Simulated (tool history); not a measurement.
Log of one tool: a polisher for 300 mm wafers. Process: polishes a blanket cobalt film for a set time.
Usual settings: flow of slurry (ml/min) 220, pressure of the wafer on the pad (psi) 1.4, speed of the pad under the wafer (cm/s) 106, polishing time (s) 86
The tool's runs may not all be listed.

run   hour  flow of slurry (ml/min)  pressure of the wafer on the pad (psi)  speed of the pad under the wafer (cm/s)  polishing time (s)  wafers since the last listed run  wafers polished on this pad  hours since the slurry nozzle was cleaned  hours since the head pressure was calibrated  incoming thickness of the incoming film, nm  film removed (Å)
  1      0                      220                                     1.4                                      106                  86                                 0                          427                                       15.5                                           745                                       1101.2              2717
  2   17.4                      220                                     1.4                                      120                  86                               159                          586                                       32.9                                         762.4                                       1120.4              3056
  3     31                      220                                     1.7                                      106                  86                               124                          711                                       46.5                                           776                                       1122.3              2951
  4   48.7                      220                                     1.7                                      106                  86                               162                          873                                       64.2                                         793.7                                       1108.7              2923
  5   60.5                      220                                     1.7                                      106                  86                               108                          981                                         76                                         805.5                                         1097              2798
  6   74.9                      220                                     1.4                                      106                  86                               131                         1113                                       90.4                                         819.9                                       1094.2              2426
      84.6  -- worn pad replaced by a new one
  7   91.4                      220                                     1.4                                      106                  86                               114                           62                                      106.9                                         836.4                                       1113.6              2715
  8   98.3                      220                                     1.4                                      106                  86                                63                          125                                      113.8                                         843.3                                       1105.1              2705
  9  111.6                      220                                     1.4                                      106                  86                               121                          247                                      127.1                                         856.6                                       1091.1              2819
 10  119.8                      220                                     1.4                                      106                  86                                75                          322                                      135.3                                         864.8                                       1110.1              2750
 11  133.4                      220                                     1.4                                      106                  86                               124                          446                                      148.9                                         878.4                                       1121.3              2716
 12  143.2                      220                                     1.4                                      106                  86                                89                          536                                      158.7                                         888.2                                       1110.1              2708
 13  160.2                      220                                     1.4                                      106                  86                               155                          692                                      175.7                                         905.2                                       1108.5              2610
 14  174.7                      260                                     1.6                                       86                 102                               132                          824                                      190.2                                         919.7                                       1099.1              2866
 15    189                      220                                     1.4                                      106                  59                               130                          955                                      204.5                                           934                                       1103.3              1769
 16  200.6                      220                                     1.4                                      106                  86                               106                         1062                                      216.1                                         945.6                                       1092.6              2444
     214.2  -- worn pad replaced by a new one, of another model than before
 17  215.9                      220                                     1.2                                      118                 107                               103                           15                                      231.4                                         960.9                                       1119.3              3403
 18  229.9                      220                                     1.4                                      140                 110                               128                          143                                      245.4                                         974.9                                       1090.7              4153
     231.6  -- slurry nozzle cleaned
 19  247.7                      150                                     1.8                                      122                  78                               153                          297                                       16.1                                         992.7                                       1111.9              2442
 20    258                      170                                     1.7                                      106                  86                                94                          391                                       26.4                                          1003                                       1101.2              2642
 21  270.4                      220                                     1.4                                      126                 106                               113                          505                                       38.8                                        1015.4                                       1110.5              3663
 22  279.7                      220                                     1.4                                      106                  86                                85                          590                                       48.1                                        1024.7                                       1088.4              2747
 23  290.8                      220                                     1.4                                      106                  73                               101                          691                                       59.2                                        1035.8                                       1110.6              2261
 24  303.5                      270                                     1.6                                      116                  71                               116                          808                                       71.9                                        1048.5                                       1116.6              2443
     318.1  -- head pressure recalibrated
 25  320.6                      220                                     1.4                                       82                  86                               138                          946                                         89                                           2.5                                         1107              2211
     338.6  -- worn pad replaced by a new one
 26  341.3                      220                                     0.9                                      106                 102                               152                           24                                      109.7                                          23.2                                       1125.7              2966
 27  357.9                      250                                     1.3                                      120                 103                               151                          176                                      126.3                                          39.8                                       1102.9              3545
 28    368                      165                                     1.4                                      106                  86                                92                          268                                      136.4                                          49.9                                       1129.5              2467
 29    386                      220                                     1.4                                      106                  86                               164                          433                                      154.4                                          67.9                                       1094.6              2735
 30  397.8                      220                                     1.4                                       94                  86                               108                          541                                      166.2                                          79.7                                       1126.5              2520
 31  411.9                      220                                     1.4                                      106                  86                               129                          670                                      180.3                                          93.8                                       1111.6              2618
 32  420.7                      220                                     1.4                                       94                  86                                80                          751                                      189.1                                         102.6                                       1091.3              2489
 33  429.8                      260                                     1.4                                      128                  86                                83                          834                                      198.2                                         111.7                                       1100.8              2991
 34  437.9                      220                                     1.4                                      106                  86                                74                          908                                      206.3                                         119.8                                       1089.1              2553
 35  446.6                      220                                     1.4                                      138                  86                                79                          988                                        215                                         128.5                                       1088.3              2825
     462.4  -- worn pad replaced by a new one
 36  468.3                      220                                     1.9                                      142                  86                               162                           54                                      236.7                                         150.2                                       1113.4              3533
 37  482.1                      185                                     0.9                                      124                  86                               126                          180                                      250.5                                           164                                       1116.3              2571
       487  -- slurry nozzle cleaned
 38  491.8                      155                                     1.4                                      106                  70                                79                          260                                        4.8                                         173.7                                       1098.6              1950

How the hidden state differs across the entries between the runs, from the last listed run before each to the first after it:
Between runs 6 and 7: worn pad replaced by a new one (hour 84.6)
  removal rate lost through wear of the pad, %: 11.8 -> 1.04
  measured less the result without the state, film removed (Å): -326 -> -29
Between runs 16 and 17: worn pad replaced by a new one, of another model than before (hour 214.2)
  removal rate lost through wear of the pad, %: 11.4 -> 0.699
  measured less the result without the state, film removed (Å): -316 -> -24
Between runs 18 and 19: slurry nozzle cleaned (hour 231.6)
  removal rate lost through wear of the pad, %: 0.887 -> 1.56
  measured less the result without the state, film removed (Å): -37 -> -39
Between runs 24 and 25: head pressure recalibrated (hour 318.1)
  removal rate lost through wear of the pad, %: 6.87 -> 9.46
  measured less the result without the state, film removed (Å): -181 -> -231
Between runs 25 and 26: worn pad replaced by a new one (hour 338.6)
  removal rate lost through wear of the pad, %: 9.46 -> 0.417
  measured less the result without the state, film removed (Å): -231 -> -12
Between runs 35 and 36: worn pad replaced by a new one (hour 462.4)
  removal rate lost through wear of the pad, %: 9.43 -> 0.751
  measured less the result without the state, film removed (Å): -294 -> -27
Between runs 37 and 38: slurry nozzle cleaned (hour 487)
  removal rate lost through wear of the pad, %: 1.02 -> 1.39
  measured less the result without the state, film removed (Å): -26 -> -27

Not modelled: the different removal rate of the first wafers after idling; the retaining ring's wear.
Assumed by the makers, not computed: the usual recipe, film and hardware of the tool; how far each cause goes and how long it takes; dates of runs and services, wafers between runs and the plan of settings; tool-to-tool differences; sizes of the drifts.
